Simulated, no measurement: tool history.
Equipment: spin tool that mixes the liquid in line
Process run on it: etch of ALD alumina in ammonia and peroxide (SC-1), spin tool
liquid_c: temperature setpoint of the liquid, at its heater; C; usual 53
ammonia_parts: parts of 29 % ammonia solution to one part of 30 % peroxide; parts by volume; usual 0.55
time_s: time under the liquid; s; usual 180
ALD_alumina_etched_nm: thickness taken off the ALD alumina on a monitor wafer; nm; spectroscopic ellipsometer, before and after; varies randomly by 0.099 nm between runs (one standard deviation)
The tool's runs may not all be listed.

run   hour  liquid_c  ammonia_parts  time_s  wafers since the last listed run  hours since the thermometer was replaced  hours since the ammonia flow meter was replaced  hours since the heated supply line was repaired  hours since the drum of ammonia solution was connected  hours since the gauge calibration  read-back film thickness of the ALD alumina reference wafer, read on the same gauge (nm)  ALD_alumina_etched_nm
  1      0        53           0.55     180                                 0                                    1919.2                                              707                                             2323                                                   650.2                               50.1                                                                                    100.02                  10.49
  2   49.9        53           0.55     180                               446                                    1969.1                                            756.9                                           2372.9                                                   700.1                                100                                                                                     99.98                  10.65
  3   56.1        53           0.55     180                                55                                    1975.3                                            763.1                                           2379.1                                                   706.3                              106.2                                                                                     99.99                  10.63
  4   67.2        53           0.55     180                                99                                    1986.4                                            774.2                                           2390.2                                                   717.4                              117.3                                                                                     99.99                  10.67
  5   77.7        53           0.55     180                                93                                    1996.9                                            784.7                                           2400.7                                                   727.9                              127.8                                                                                     99.99                  10.76
      84.8  -- thermometer replaced
  6   91.9        53           0.55     180                               118                                       7.1                                            798.9                                           2414.9                                                   742.1                                142                                                                                       100                  10.67
        93  -- gauge calibrated
  7   99.5        53           0.55     180                                67                                      14.7                                            806.5                                           2422.5                                                   749.7                                6.5                                                                                     99.98                  10.75
  8  108.5        53           0.55     180                                80                                      23.7                                            815.5                                           2431.5                                                   758.7                               15.5                                                                                       100                  10.51
     121.1  -- new drum of ammonia solution connected
  9  126.1        53           0.55     180                               148                                      41.3                                            833.1                                           2449.1                                                       5                               33.1                                                                                       100                  10.52
 10  136.2        53           0.55     180                                90                                      51.4                                            843.2                                           2459.2                                                    15.1                               43.2                                                                                    100.02                  10.52
       143  -- ammonia flow meter replaced
 11  144.5      47.5           0.55     180                                65                                      59.7                                              1.5                                           2467.5                                                    23.4                               51.5                                                                                    100.01                   7.89
 12  156.7        63           0.75     265                               109                                      71.9                                             13.7                                           2479.7                                                    35.6                               63.7                                                                                    100.01                  26.69
 13  165.2        47            0.3     140                                76                                      80.4                                             22.2                                           2488.2                                                    44.1                               72.2                                                                                    100.01                   5.55
     183.9  -- heated supply line repaired
 14  217.3      48.5           0.55     285                               456                                     132.5                                             74.3                                             33.4                                                    96.2                              124.3                                                                                     99.99                  13.14
       230  -- gauge calibrated
 15  232.3        47           0.35     180                               134                                     147.5                                             89.3                                             48.4                                                   111.2                                2.3                                                                                     99.99                   7.25
 16  249.7        53           0.65     150                               155                                     164.9                                            106.7                                             65.8                                                   128.6                               19.7                                                                                     99.98                   9.06
 17  260.5        63           0.35     245                                96                                     175.7                                            117.5                                             76.6                                                   139.4                               30.5                                                                                    100.01                  23.64

Branching from run 17: 3 alternative next runs. What would each branch give?
  A   261        53           0.55     180                                 4                                     176.2                                              118                                             77.1                                                   139.9                                 31                                                                                         ?                      ?
  B   261      48.5            0.8     180                                 4                                     176.2                                              118                                             77.1                                                   139.9                                 31                                                                                         ?                      ?
  C   261      47.5           0.55     140                                 4                                     176.2                                              118                                             77.1                                                   139.9                                 31                                                                                         ?                      ?

run  read-back film thickness of the ALD alumina reference wafer, read on the same gauge (nm)  ALD_alumina_etched_nm
  A                                                                                     99.97                  10.51
  B                                                                                     99.97                   8.52
  C                                                                                     99.97                   6.05
Had the tool no hidden state, the same runs would have come out as:
run  ALD_alumina_etched_nm
  A                  10.51
  B                   8.52
  C                   6.05
